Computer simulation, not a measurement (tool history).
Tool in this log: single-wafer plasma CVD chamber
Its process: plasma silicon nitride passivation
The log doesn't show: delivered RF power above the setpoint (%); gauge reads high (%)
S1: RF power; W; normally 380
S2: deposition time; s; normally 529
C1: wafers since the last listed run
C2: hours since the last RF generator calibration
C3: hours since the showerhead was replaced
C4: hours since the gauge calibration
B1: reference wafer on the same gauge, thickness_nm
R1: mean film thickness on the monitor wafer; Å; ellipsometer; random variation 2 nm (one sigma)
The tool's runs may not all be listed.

| run | hour | S1 | S2 | C1 | C2 | C3 | C4 | B1 | R1 |
|---|---|---|---|---|---|---|---|---|---|
| 1 | 0 | 420 | 565 | 0 | 459.4 | 3832.5 | 209.3 | 683.818 | 7568.72 |
| 2 | 64.7 | 420 | 565 | 207 | 524.1 | 3897.2 | 274 | 684.393 | 7581.6 |
| 3 | 125.7 | 380 | 529 | 195 | 585.1 | 3958.2 | 335 | 683.714 | 6868.1 |
| 4 | 169.5 | 380 | 529 | 140 | 628.9 | 4002 | 378.8 | 683.402 | 6867.47 |
| 5 | 235.9 | 425 | 448 | 212 | 695.3 | 4068.4 | 445.2 | 683.353 | 6040.14 |
| 6 | 291.5 | 380 | 529 | 178 | 750.9 | 4124 | 500.8 | 683.938 | 6856.17 |
| 7 | 318.5 | 380 | 529 | 86 | 777.9 | 4151 | 527.8 | 684.819 | 6862.3 |
| 8 | 363.2 | 380 | 529 | 143 | 822.6 | 4195.7 | 572.5 | 683.855 | 6860.25 |
| 9 | 415.8 | 380 | 529 | 168 | 875.2 | 4248.3 | 625.1 | 683.993 | 6866.32 |
| 10 | 520.8 | 380 | 529 | 336 | 980.2 | 4353.3 | 730.1 | 684.387 | 6841.69 |
| 11 | 589.5 | 380 | 529 | 220 | 1048.9 | 4422 | 798.8 | 684.002 | 6871.5 |
| 12 | 658.1 | 380 | 529 | 219 | 1117.5 | 4490.6 | 867.4 | 683.54 | 6848.26 |
| 13 | 704.5 | 380 | 529 | 148 | 1163.9 | 4537 | 913.8 | 684.495 | 6847.21 |
| 14 | 747.1 | 365 | 529 | 136 | 1206.5 | 4579.6 | 956.4 | 684.569 | 6769.55 |
| 15 | 777.3 | 365 | 529 | 96 | 1236.7 | 4609.8 | 986.6 | 683.272 | 6782.6 |
| 16 | 825.3 | 365 | 529 | 153 | 1284.7 | 4657.8 | 1034.6 | 683.953 | 6779.05 |
| 17 | 868.4 | 380 | 462 | 138 | 1327.8 | 4700.9 | 1077.7 | 684.175 | 5993.91 |
|  | 907.2 | RF generator calibrated |
| 18 | 907.7 | 380 | 529 | 100 | 0.5 | 4740.2 | 1117 | 684.234 | 6847.88 |
| 19 | 961.9 | 380 | 529 | 173 | 54.7 | 4794.4 | 1171.2 | 683.319 | 6859 |
| 20 | 1007 | 380 | 455 | 144 | 99.8 | 4839.5 | 1216.3 | 683.426 | 5898.41 |
| 21 | 1074.6 | 425 | 589 | 216 | 167.4 | 4907.1 | 1283.9 | 684.255 | 7881.46 |
| 22 | 1110.1 | 315 | 529 | 113 | 202.9 | 4942.6 | 1319.4 | 682.99 | 6440.46 |
| 23 | 1152.7 | 420 | 565 | 136 | 245.5 | 4985.2 | 1362 | 683.187 | 7560.39 |
| 24 | 1182.8 | 355 | 433 | 96 | 275.6 | 5015.3 | 1392.1 | 683.51 | 5499.73 |
| 25 | 1240.4 | 380 | 455 | 184 | 333.2 | 5072.9 | 1449.7 | 683.98 | 5914.98 |
| 26 | 1290.7 | 405 | 469 | 161 | 383.5 | 5123.2 | 1500 | 683.979 | 6217.44 |
| 27 | 1321.7 | 420 | 529 | 99 | 414.5 | 5154.2 | 1531 | 683.437 | 7075.27 |
| 28 | 1380 | 380 | 529 | 186 | 472.8 | 5212.5 | 1589.3 | 683.896 | 6866.87 |
| 29 | 1430.7 | 380 | 630 | 162 | 523.5 | 5263.2 | 1640 | 684.1 | 8140.82 |
| 30 | 1466.4 | 430 | 620 | 114 | 559.2 | 5298.9 | 1675.7 | 683.713 | 8404.75 |
| 31 | 1499.6 | 420 | 565 | 106 | 592.4 | 5332.1 | 1708.9 | 684.028 | 7588.48 |
| 32 | 1553.4 | 380 | 529 | 172 | 646.2 | 5385.9 | 1762.7 | 684.089 | 6855.86 |
| 33 | 1581.8 | 305 | 623 | 91 | 674.6 | 5414.3 | 1791.1 | 684.464 | 7510.41 |
|  | 1629.8 | showerhead replaced |
| 34 | 1635.1 | 425 | 441 | 145 | 727.9 | 5.3 | 1844.4 | 684.403 | 5931.61 |
| 35 | 1687.3 | 380 | 502 | 167 | 780.1 | 57.5 | 1896.6 | 684.066 | 6526.41 |
| 36 | 1747.9 | 355 | 615 | 194 | 840.7 | 118.1 | 1957.2 | 684.475 | 7791.28 |
|  | 1805.5 | gauge calibrated |
| 37 | 1885.9 | 330 | 442 | 442 | 978.7 | 256.1 | 80.4 | 683.806 | 5446.46 |
| 38 | 1944.2 | 380 | 577 | 186 | 1037 | 314.4 | 138.7 | 683.502 | 7473.98 |
| 39 | 1999.4 | 440 | 590 | 176 | 1092.2 | 369.6 | 193.9 | 683.876 | 8023.3 |
| 40 | 2061.3 | 425 | 529 | 198 | 1154.1 | 431.5 | 255.8 | 683.711 | 7090.92 |
| 41 | 2086.2 | 430 | 609 | 79 | 1179 | 456.4 | 280.7 | 683.975 | 8262.02 |
| 42 | 2154.7 | 380 | 529 | 219 | 1247.5 | 524.9 | 349.2 | 683.835 | 6840.48 |
| 43 | 2211.7 | 405 | 482 | 182 | 1304.5 | 581.9 | 406.2 | 683.483 | 6368.05 |
| 44 | 2258.5 | 380 | 529 | 149 | 1351.3 | 628.7 | 453 | 683.869 | 6834.52 |
|  | 2287.5 | RF generator calibrated |
| 45 | 2292.3 | 430 | 570 | 82 | 4.8 | 662.5 | 486.8 | 684.43 | 7709.95 |

Hidden condition of the tool, last listed run before each entry between runs versus first listed run after:
Logged between run 17 and run 18: RF generator calibrated (hour 907.2)
  the hidden state is the same at both runs
Logged between run 33 and run 34: showerhead replaced (hour 1629.8)
  the hidden state is the same at both runs
Logged between run 36 and run 37: gauge calibrated (hour 1805.5)
  the hidden state is the same at both runs
Logged between run 44 and run 45: RF generator calibrated (hour 2287.5)
  the hidden state is the same at both runs
